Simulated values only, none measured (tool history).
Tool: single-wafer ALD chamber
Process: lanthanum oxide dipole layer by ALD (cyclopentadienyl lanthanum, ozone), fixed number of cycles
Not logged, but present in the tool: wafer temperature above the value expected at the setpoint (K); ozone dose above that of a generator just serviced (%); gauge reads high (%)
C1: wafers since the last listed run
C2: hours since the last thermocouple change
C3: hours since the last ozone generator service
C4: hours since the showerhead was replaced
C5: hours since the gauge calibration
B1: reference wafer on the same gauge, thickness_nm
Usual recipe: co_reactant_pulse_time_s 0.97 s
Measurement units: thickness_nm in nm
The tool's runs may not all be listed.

Run 1, hour 0: usual settings but co_reactant_pulse_time_s 1.11 s; C1 0; C2 1880.6; C3 1680.5; C4 5784.1; C5 145.4; B1 0.464. Result: thickness_nm 0.478 nm.
Run 2, hour 38.4: usual settings; C1 648; C2 1919; C3 1718.9; C4 5822.5; C5 183.8; B1 0.464. Result: thickness_nm 0.453 nm.
Run 3, hour 49.9: usual settings; C1 194; C2 1930.5; C3 1730.4; C4 5834; C5 195.3; B1 0.464. Result: thickness_nm 0.452 nm.
Run 4, hour 59.9: usual settings but co_reactant_pulse_time_s 0.74 s; C1 168; C2 1940.5; C3 1740.4; C4 5844; C5 205.3; B1 0.464. Result: thickness_nm 0.395 nm.
Run 5, hour 76.1: usual settings; C1 273; C2 1956.7; C3 1756.6; C4 5860.2; C5 221.5; B1 0.464. Result: thickness_nm 0.452 nm.
Run 6, hour 83.4: usual settings; C1 123; C2 1964; C3 1763.9; C4 5867.5; C5 228.8; B1 0.464. Result: thickness_nm 0.45 nm.
Run 7, hour 90.7: usual settings; C1 123; C2 1971.3; C3 1771.2; C4 5874.8; C5 236.1; B1 0.464. Result: thickness_nm 0.451 nm.
At hour 97.9: gauge calibrated.
Run 8, hour 103.5: usual settings; C1 216; C2 1984.1; C3 1784; C4 5887.6; C5 5.6; B1 0.464. Result: thickness_nm 0.448 nm.
At hour 118.8: thermocouple changed; heater temperature recalibrated.
Run 9, hour 119.3: usual settings; C1 131; C2 0.5; C3 1799.8; C4 5903.4; C5 21.4; B1 0.464. Result: thickness_nm 0.452 nm.
Run 10, hour 126.9: usual settings; C1 128; C2 8.1; C3 1807.4; C4 5911; C5 29; B1 0.464. Result: thickness_nm 0.448 nm.
Run 11, hour 143.9: usual settings but co_reactant_pulse_time_s 0.65 s; C1 287; C2 25.1; C3 1824.4; C4 5928; C5 46; B1 0.464. Result: thickness_nm 0.368 nm.
Run 12, hour 160.4: usual settings; C1 278; C2 41.6; C3 1840.9; C4 5944.5; C5 62.5; B1 0.464. Result: thickness_nm 0.451 nm.
At hour 169.7: ozone generator serviced.
Run 13, hour 170.2: usual settings but co_reactant_pulse_time_s 1.3 s; C1 30; C2 51.4; C3 0.5; C4 5954.3; C5 72.3; B1 0.464. Result: thickness_nm 0.562 nm.
Run 14, hour 178.5: usual settings; C1 140; C2 59.7; C3 8.8; C4 5962.6; C5 80.6; B1 0.464. Result: thickness_nm 0.517 nm.
Run 15, hour 186.8: usual settings but co_reactant_pulse_time_s 0.61 s; C1 140; C2 68; C3 17.1; C4 5970.9; C5 88.9; B1 0.464. Result: thickness_nm 0.433 nm.
Run 16, hour 202.8: usual settings; C1 270; C2 84; C3 33.1; C4 5986.9; C5 104.9; B1 0.464. Result: thickness_nm 0.517 nm.
At hour 219.3: showerhead replaced.
Run 17, hour 219.8: usual settings but co_reactant_pulse_time_s 0.85 s; C1 152; C2 101; C3 50.1; C4 0.5; C5 121.9; B1 0.464. Result: thickness_nm 0.49 nm.
Run 18, hour 256.7: usual settings but co_reactant_pulse_time_s 1.07 s; C1 623; C2 137.9; C3 87; C4 37.4; C5 158.8; B1 0.464. Result: thickness_nm 0.527 nm.
Run 19, hour 267.3: usual settings but co_reactant_pulse_time_s 0.81 s; C1 179; C2 148.5; C3 97.6; C4 48; C5 169.4; B1 0.464. Result: thickness_nm 0.479 nm.
Run 20, hour 274.9: usual settings but co_reactant_pulse_time_s 0.63 s; C1 128; C2 156.1; C3 105.2; C4 55.6; C5 177; B1 0.464. Result: thickness_nm 0.428 nm.

Give the tool's hidden conditions for every run:
wafer temperature above the value expected at the setpoint (K): 0 in every run
gauge reads high (%): 0 in every run
H1: ozone dose above that of a generator just serviced (%)
run     H1
  1    -32
  2  -32.1
  3  -32.1
  4  -32.2
  5  -32.2
  6  -32.2
  7  -32.3
  8  -32.3
  9  -32.3
 10  -32.4
 11  -32.4
 12  -32.5
 13  -2.23
 14  -2.62
 15  -3.01
 16  -3.75
 17  -4.52
 18  -6.11
 19  -6.55
 20  -6.86
